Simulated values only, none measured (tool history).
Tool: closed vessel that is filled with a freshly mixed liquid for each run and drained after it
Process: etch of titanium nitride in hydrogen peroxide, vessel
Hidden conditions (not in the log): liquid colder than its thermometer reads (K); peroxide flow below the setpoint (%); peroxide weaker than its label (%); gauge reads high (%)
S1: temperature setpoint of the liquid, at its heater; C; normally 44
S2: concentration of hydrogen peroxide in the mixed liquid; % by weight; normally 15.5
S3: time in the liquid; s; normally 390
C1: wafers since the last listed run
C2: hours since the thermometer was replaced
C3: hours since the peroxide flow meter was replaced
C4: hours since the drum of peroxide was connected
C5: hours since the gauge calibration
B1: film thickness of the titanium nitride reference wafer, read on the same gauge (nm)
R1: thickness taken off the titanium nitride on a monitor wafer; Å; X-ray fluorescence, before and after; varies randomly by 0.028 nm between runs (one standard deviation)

{"run": 1, "day": 0.0, "S1": 44, "S2": 15.5, "S3": 390, "C1": 0, "C2": 1536.4, "C3": 386.9, "C4": 1247.4, "C5": 199.2, "B1": 40.02, "R1": 82.4}
{"run": 2, "day": 0.388, "S1": 44, "S2": 15.5, "S3": 390, "C1": 775, "C2": 1545.7, "C3": 396.2, "C4": 1256.7, "C5": 208.5, "B1": 39.99, "R1": 82.4}
{"run": 3, "day": 0.908, "S1": 44, "S2": 15.5, "S3": 390, "C1": 1041, "C2": 1558.2, "C3": 408.7, "C4": 1269.2, "C5": 221, "B1": 40.01, "R1": 81.5}
{"run": 4, "day": 1.288, "S1": 44, "S2": 15.5, "S3": 390, "C1": 758, "C2": 1567.3, "C3": 417.8, "C4": 1278.3, "C5": 230.1, "B1": 39.99, "R1": 81.7}
{"run": 5, "day": 1.675, "S1": 44, "S2": 18.5, "S3": 390, "C1": 775, "C2": 1576.6, "C3": 427.1, "C4": 1287.6, "C5": 239.4, "B1": 40.02, "R1": 84.9}
{"run": 6, "day": 2.338, "S1": 44, "S2": 18.5, "S3": 390, "C1": 1325, "C2": 1592.5, "C3": 443, "C4": 1303.5, "C5": 255.3, "B1": 40, "R1": 84.3}
{"run": 7, "day": 3.008, "S1": 44, "S2": 15.5, "S3": 230, "C1": 1341, "C2": 1608.6, "C3": 459.1, "C4": 1319.6, "C5": 271.4, "B1": 40.03, "R1": 48.1}
{"run": 8, "day": 3.354, "S1": 44, "S2": 15.5, "S3": 390, "C1": 691, "C2": 1616.9, "C3": 467.4, "C4": 1327.9, "C5": 279.7, "B1": 39.98, "R1": 81.1}
{"run": 9, "day": 3.983, "S1": 44, "S2": 15.5, "S3": 390, "C1": 1258, "C2": 1632, "C3": 482.5, "C4": 1343, "C5": 294.8, "B1": 40, "R1": 81.2}
{"day": 4.275, "done": "gauge calibrated"}
{"run": 10, "day": 4.296, "S1": 44, "S2": 15.5, "S3": 390, "C1": 625, "C2": 1639.5, "C3": 490, "C4": 1350.5, "C5": 0.5, "B1": 39.98, "R1": 80.7}
{"day": 4.421, "done": "new drum of peroxide connected"}
{"run": 11, "day": 4.696, "S1": 44, "S2": 15.5, "S3": 390, "C1": 716, "C2": 1649.1, "C3": 499.6, "C4": 6.6, "C5": 10.1, "B1": 40, "R1": 80.9}
{"run": 12, "day": 4.958, "S1": 44, "S2": 15.5, "S3": 390, "C1": 525, "C2": 1655.4, "C3": 505.9, "C4": 12.9, "C5": 16.4, "B1": 40.01, "R1": 80.6}
{"day": 5.254, "done": "peroxide flow meter replaced"}
{"run": 13, "day": 5.425, "S1": 44, "S2": 18.5, "S3": 195, "C1": 850, "C2": 1666.6, "C3": 4.1, "C4": 24.1, "C5": 27.6, "B1": 39.99, "R1": 42.6}
{"run": 14, "day": 5.812, "S1": 37.5, "S2": 17.5, "S3": 390, "C1": 775, "C2": 1675.9, "C3": 13.4, "C4": 33.4, "C5": 36.9, "B1": 40, "R1": 51}
{"run": 15, "day": 6.862, "S1": 35.5, "S2": 17.5, "S3": 390, "C1": 2100, "C2": 1701.1, "C3": 38.6, "C4": 58.6, "C5": 62.1, "B1": 40.02, "R1": 43}
{"day": 7.171, "done": "thermometer replaced"}
{"run": 16, "day": 7.192, "S1": 44, "S2": 19, "S3": 390, "C1": 575, "C2": 0.5, "C3": 46.5, "C4": 66.5, "C5": 70, "B1": 39.99, "R1": 102.3}
{"run": 17, "day": 7.475, "S1": 48.5, "S2": 16.5, "S3": 535, "C1": 566, "C2": 7.3, "C3": 53.3, "C4": 73.3, "C5": 76.8, "B1": 39.98, "R1": 190.1}
{"run": 18, "day": 7.829, "S1": 52, "S2": 17, "S3": 615, "C1": 708, "C2": 15.8, "C3": 61.8, "C4": 81.8, "C5": 85.3, "B1": 40.01, "R1": 281.9}
{"run": 19, "day": 8.267, "S1": 44, "S2": 15.5, "S3": 390, "C1": 875, "C2": 26.3, "C3": 72.3, "C4": 92.3, "C5": 95.8, "B1": 40.04, "R1": 97}
{"run": 20, "day": 8.867, "S1": 44, "S2": 14, "S3": 465, "C1": 1200, "C2": 40.7, "C3": 86.7, "C4": 106.7, "C5": 110.2, "B1": 40.02, "R1": 113.2}
{"run": 21, "day": 9.312, "S1": 44, "S2": 15.5, "S3": 390, "C1": 891, "C2": 51.4, "C3": 97.4, "C4": 117.4, "C5": 120.9, "B1": 39.98, "R1": 97.3}
{"run": 22, "day": 11.154, "S1": 40.5, "S2": 19, "S3": 330, "C1": 3683, "C2": 95.6, "C3": 141.6, "C4": 161.6, "C5": 165.1, "B1": 39.97, "R1": 65.1}
{"run": 23, "day": 11.9, "S1": 35, "S2": 15.5, "S3": 585, "C1": 1491, "C2": 113.5, "C3": 159.5, "C4": 179.5, "C5": 183, "B1": 40, "R1": 71.6}
{"run": 24, "day": 12.283, "S1": 44, "S2": 15.5, "S3": 235, "C1": 766, "C2": 122.7, "C3": 168.7, "C4": 188.7, "C5": 192.2, "B1": 39.99, "R1": 57.7}
{"run": 25, "day": 12.892, "S1": 44, "S2": 15.5, "S3": 390, "C1": 1216, "C2": 137.3, "C3": 183.3, "C4": 203.3, "C5": 206.8, "B1": 40, "R1": 95.9}

What was the tool's hidden state at every run in the log?
peroxide weaker than its label (%): 0 at every run
gauge reads high (%): 0 at every run
H1: liquid colder than its thermometer reads (K)
H2: peroxide flow below the setpoint (%)
run=1 H1=2.48 H2=7.9
run=2 H1=2.49 H2=8.09
run=3 H1=2.51 H2=8.34
run=4 H1=2.53 H2=8.53
run=5 H1=2.54 H2=8.71
run=6 H1=2.56 H2=9.04
run=7 H1=2.59 H2=9.36
run=8 H1=2.6 H2=9.53
run=9 H1=2.62 H2=9.83
run=10 H1=2.63 H2=9.99
run=11 H1=2.64 H2=10.2
run=12 H1=2.65 H2=10.3
run=13 H1=2.67 H2=0.764
run=14 H1=2.68 H2=0.952
run=15 H1=2.72 H2=1.46
run=16 H1=0.358 H2=1.62
run=17 H1=0.368 H2=1.76
run=18 H1=0.38 H2=1.93
run=19 H1=0.395 H2=2.14
run=20 H1=0.417 H2=2.43
run=21 H1=0.432 H2=2.65
run=22 H1=0.497 H2=3.54
run=23 H1=0.523 H2=3.91
run=24 H1=0.536 H2=4.09
run=25 H1=0.558 H2=4.39

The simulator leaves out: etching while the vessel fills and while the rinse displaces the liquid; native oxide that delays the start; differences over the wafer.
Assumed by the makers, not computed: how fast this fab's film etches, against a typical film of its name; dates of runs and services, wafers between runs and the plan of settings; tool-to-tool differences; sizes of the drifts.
